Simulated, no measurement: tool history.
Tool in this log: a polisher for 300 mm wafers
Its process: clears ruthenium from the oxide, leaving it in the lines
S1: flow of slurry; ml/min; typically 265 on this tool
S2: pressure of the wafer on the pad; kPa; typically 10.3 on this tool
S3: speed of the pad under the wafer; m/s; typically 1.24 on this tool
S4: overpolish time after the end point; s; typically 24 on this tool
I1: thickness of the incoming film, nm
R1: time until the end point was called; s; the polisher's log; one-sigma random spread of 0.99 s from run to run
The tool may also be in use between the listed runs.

run    hour   S1    S2    S3  S4    I1    R1
  1     0.0  265  10.3  1.24  24  75.9  71.8
       11.7  -- slurry nozzle cleaned
      106.0  -- head pressure recalibrated
      106.4  -- worn pad replaced by a new one
  2   106.9  265  10.3  1.24  24  75.0  56.8
  3   162.5  240  10.3  1.24  24  74.9  61.4
  4   197.0  265  10.3  1.24  24  75.5  61.8
  5   263.9  265  10.3  1.24  24  74.9  61.5
  6   309.8  265  10.3  1.24  24  75.6  63.8
      462.5  -- slurry nozzle cleaned
  7   501.8  265  10.3  1.24  24  75.7  69.2
      563.2  -- worn pad replaced by a new one
  8   563.7  265  10.3  1.24  24  75.8  62.5
  9   610.3  265  10.3  1.24  24  74.9  62.9
 10   673.5  265  10.3  1.24  24  74.2  62.9
      738.5  -- head pressure recalibrated
 11   747.4  265  10.3  1.24  24  75.2  62.3
 12   793.2  265  10.3  1.48  24  74.0  52.5
      881.3  -- slurry nozzle cleaned
 13   894.2  265  12.4  1.24  24  74.6  57.6
 14   956.8  265  12.4  1.24  24  76.1  58.9
      989.5  -- worn pad replaced by a new one
 15  1004.5  265  10.3  1.24  24  76.4  62.7
 16  1047.8  230  10.3  1.24  24  75.1  62.2
 17  1080.6  265  11.7  1.00  38  75.5  70.9
 18  1110.1  265  10.3  1.66  24  74.1  47.7
 19  1142.8  265  10.3  1.24  24  75.2  65.6
 20  1208.0  265  10.3  1.24  24  75.0  64.5
 21  1233.4  265  10.3  1.24  20  75.6  65.9
     1290.6  -- slurry nozzle cleaned
 22  1296.2  215   9.0  1.24  24  75.0  75.2
 23  1356.7  265  10.3  1.24  24  74.6  69.7
     1378.9  -- head pressure recalibrated
 24  1403.0  265   8.3  1.24  24  73.8  75.0
 25  1433.1  180  10.3  1.24  24  75.2  68.3
 26  1474.1  265  10.3  1.24  24  74.7  67.6
     1498.7  -- worn pad replaced by a new one
 27  1536.9  265  10.3  1.24  24  73.5  59.3
 28  1582.1  265  10.3  1.24  24  75.3  61.5

The next listed run, before its measurement:
 29  1633.0  265  9.0  0.98  19  73.8   ?

Run 29 came out at R1 85.4 s.
Take away the tool's hidden state, keep the run-to-run variation as it was, and the same run would have given R1 78.3 s.

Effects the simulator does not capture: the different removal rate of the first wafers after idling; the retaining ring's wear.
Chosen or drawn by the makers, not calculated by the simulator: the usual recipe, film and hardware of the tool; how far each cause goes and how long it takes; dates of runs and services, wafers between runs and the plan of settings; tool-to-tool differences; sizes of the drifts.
